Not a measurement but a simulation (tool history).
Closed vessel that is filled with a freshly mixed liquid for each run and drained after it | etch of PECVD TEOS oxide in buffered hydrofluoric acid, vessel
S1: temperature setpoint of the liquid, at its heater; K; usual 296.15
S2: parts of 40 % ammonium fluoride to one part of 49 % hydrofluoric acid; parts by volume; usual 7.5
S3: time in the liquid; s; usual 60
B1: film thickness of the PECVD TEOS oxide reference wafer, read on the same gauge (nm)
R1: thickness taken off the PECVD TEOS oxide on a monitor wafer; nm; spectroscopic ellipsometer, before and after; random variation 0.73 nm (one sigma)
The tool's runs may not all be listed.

run 1 hour=0.0 | S1=296.15 S2=7.5 S3=70 | B1=152.34 | R1=104.06
run 2 hour=27.2 | S1=296.15 S2=7.5 S3=70 | B1=152.52 | R1=105.36
run 3 hour=49.1 | S1=297.65 S2=7.5 S3=60 | B1=152.63 | R1=96.62
run 4 hour=72.3 | S1=297.65 S2=7.5 S3=60 | B1=152.81 | R1=96.34
run 5 hour=91.5 | S1=296.15 S2=7.5 S3=60 | B1=152.88 | R1=88.76
run 6 hour=116.7 | S1=296.15 S2=7.5 S3=60 | B1=153.05 | R1=89.54
run 7 hour=132.0 | S1=296.15 S2=7.5 S3=60 | B1=153.18 | R1=89.17
run 8 hour=152.0 | S1=296.15 S2=7.5 S3=60 | B1=153.28 | R1=90.17
run 9 hour=169.8 | S1=296.15 S2=7.5 S3=60 | B1=153.40 | R1=90.28
run 10 hour=195.1 | S1=296.15 S2=7.5 S3=60 | B1=153.51 | R1=91.15
run 11 hour=214.7 | S1=296.15 S2=7.5 S3=60 | B1=153.65 | R1=90.40
run 12 hour=227.1 | S1=296.15 S2=7.5 S3=60 | B1=153.76 | R1=90.51
run 13 hour=249.1 | S1=296.15 S2=7.5 S3=60 | B1=153.86 | R1=90.14
run 14 hour=269.0 | S1=296.15 S2=5.5 S3=60 | B1=153.99 | R1=118.35
run 15 hour=303.5 | S1=296.15 S2=7.5 S3=60 | B1=154.10 | R1=90.54
run 16 hour=326.0 | S1=291.65 S2=9.5 S3=40 | B1=154.28 | R1=37.08
run 17 hour=339.3 | S1=298.15 S2=10.5 S3=50 | B1=154.36 | R1=61.38
run 18 hour=366.4 | S1=296.15 S2=7.5 S3=60 | B1=154.48 | R1=90.12
run 19 hour=378.5 | S1=296.15 S2=7.5 S3=60 | B1=154.64 | R1=89.89
run 20 hour=399.7 | S1=299.15 S2=7.5 S3=30 | B1=154.76 | R1=54.18
run 21 hour=425.1 | S1=296.15 S2=7.5 S3=60 | B1=154.89 | R1=90.61
run 22 hour=442.7 | S1=296.15 S2=7.5 S3=60 | B1=155.03 | R1=90.82
run 23 hour=468.0 | S1=298.65 S2=6.5 S3=70 | B1=150.68 | R1=134.47
run 24 hour=491.4 | S1=299.65 S2=9.0 S3=75 | B1=150.88 | R1=108.81
run 25 hour=516.8 | S1=299.65 S2=5.0 S3=60 | B1=150.96 | R1=150.83
run 26 hour=531.3 | S1=291.15 S2=5.5 S3=60 | B1=151.06 | R1=87.41
run 27 hour=545.5 | S1=293.15 S2=7.5 S3=35 | B1=151.13 | R1=43.51
run 28 hour=561.8 | S1=296.15 S2=7.5 S3=60 | B1=151.25 | R1=87.81
run 29 hour=576.0 | S1=296.15 S2=5.0 S3=60 | B1=151.32 | R1=128.00
run 30 hour=654.9 | S1=298.65 S2=7.5 S3=85 | B1=151.83 | R1=141.22
run 31 hour=684.7 | S1=296.15 S2=10.0 S3=60 | B1=151.97 | R1=68.65
run 32 hour=704.1 | S1=296.15 S2=7.5 S3=40 | B1=152.07 | R1=59.24

Not shown: 4 entries that the log had between the listed runs. Between which runs, and how does the tool's hidden state differ before and after?
Between runs 12 and 13: hydrofluoric acid flow meter replaced (hour 237.8)
  gauge reads high (%): 2.48 -> 2.56
  measured less the result without the state, R1: +2.19 -> +2.25 nm
Between runs 21 and 22: thermometer replaced (hour 426.3)
  gauge reads high (%): 3.27 -> 3.34
  measured less the result without the state, R1: +2.87 -> +2.94 nm
Between runs 22 and 23: gauge calibrated (hour 465.8)
  gauge reads high (%): 3.34 -> 0.457
  measured less the result without the state, R1: +2.94 -> +0.61 nm
Between runs 31 and 32: hydrofluoric acid flow meter replaced (hour 690.2)
  gauge reads high (%): 1.32 -> 1.4
  measured less the result without the state, R1: +0.90 -> +0.81 nm
